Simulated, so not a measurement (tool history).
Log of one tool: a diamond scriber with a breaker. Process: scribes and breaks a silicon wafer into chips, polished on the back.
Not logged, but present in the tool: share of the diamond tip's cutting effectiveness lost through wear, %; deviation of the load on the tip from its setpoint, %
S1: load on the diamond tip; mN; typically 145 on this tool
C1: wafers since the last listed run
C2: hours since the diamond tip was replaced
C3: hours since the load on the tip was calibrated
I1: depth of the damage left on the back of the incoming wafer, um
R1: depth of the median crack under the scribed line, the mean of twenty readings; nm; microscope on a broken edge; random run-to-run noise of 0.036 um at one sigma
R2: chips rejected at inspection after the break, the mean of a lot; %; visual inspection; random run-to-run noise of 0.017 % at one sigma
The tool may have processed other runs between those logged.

| run | hour | S1 | C1 | C2 | C3 | I1 | R1 | R2 |
|---|---|---|---|---|---|---|---|---|
| 1 | 0 | 145 | 0 | 133.6 | 1737.3 | 0.05 | 8240 | 10.35 |
| 2 | 9.3 | 145 | 17 | 142.9 | 1746.6 | 0.02 | 8170 | 10.33 |
| 3 | 24.9 | 145 | 29 | 158.5 | 1762.2 | 0.04 | 8160 | 10.69 |
| 4 | 40.3 | 116 | 28 | 173.9 | 1777.6 | 0.04 | 6570 | 42.5 |
| 5 | 55.8 | 116 | 28 | 189.4 | 1793.1 | 0.04 | 6600 | 44.61 |
| 6 | 71 | 133 | 28 | 204.6 | 1808.3 | 0.01 | 7480 | 22.97 |
| 7 | 81.7 | 133 | 19 | 215.3 | 1819 | 0.03 | 7450 | 25.44 |
|  | 89.7 | diamond tip replaced by a new one |
| 8 | 96.4 | 133 | 23 | 6.7 | 1833.7 | 0.02 | 7700 | 18.59 |
| 9 | 110.8 | 145 | 26 | 21.1 | 1848.1 | 0.05 | 8270 | 9.77 |
| 10 | 122 | 174 | 20 | 32.3 | 1859.3 | 0.04 | 9710 | 0.51 |
| 11 | 145.6 | 173 | 43 | 55.9 | 1882.9 | 0.04 | 9660 | 0.53 |
| 12 | 158.5 | 102 | 24 | 68.8 | 1895.8 | 0.04 | 5880 | 62.97 |
|  | 171.4 | load on the tip recalibrated |
| 13 | 171.9 | 129 | 21 | 82.2 | 0.5 | 0.02 | 8820 | 3.89 |
| 14 | 177.5 | 183 | 10 | 87.8 | 6.1 | 0.02 | 12090 | 17.08 |
| 15 | 194 | 105 | 30 | 104.3 | 22.6 | 0.02 | 7160 | 32.71 |
| 16 | 204.9 | 145 | 20 | 115.2 | 33.5 | 0.03 | 9660 | 0.48 |
| 17 | 221.1 | 122 | 30 | 131.4 | 49.7 | 0.03 | 8210 | 10.67 |
| 18 | 230.2 | 145 | 16 | 140.5 | 58.8 | 0.01 | 9610 | 0.56 |

What if the next run were any one of these 4? Each begins from the tool's condition after run 18:
| A | 230.9 | 113 | 1 | 141.2 | 59.5 | 0.01 | ? | ? |
| B | 230.9 | 119 | 1 | 141.2 | 59.5 | 0.01 | ? | ? |
| C | 230.9 | 132 | 1 | 141.2 | 59.5 | 0.01 | ? | ? |
| D | 230.9 | 180 | 1 | 141.2 | 59.5 | 0.01 | ? | ? |

| run | R1 | R2 |
|---|---|---|
| A | 7570 | 20.43 |
| B | 7960 | 13.55 |
| C | 8790 | 3.84 |
| D | 11580 | 11.41 |
With the hidden condition removed and each run's random variation left untouched, the same runs would have given:
| run | R1 | R2 |
|---|---|---|
| A | 7650 | 18.95 |
| B | 8050 | 12.27 |
| C | 8890 | 3.16 |
| D | 11700 | 12.65 |
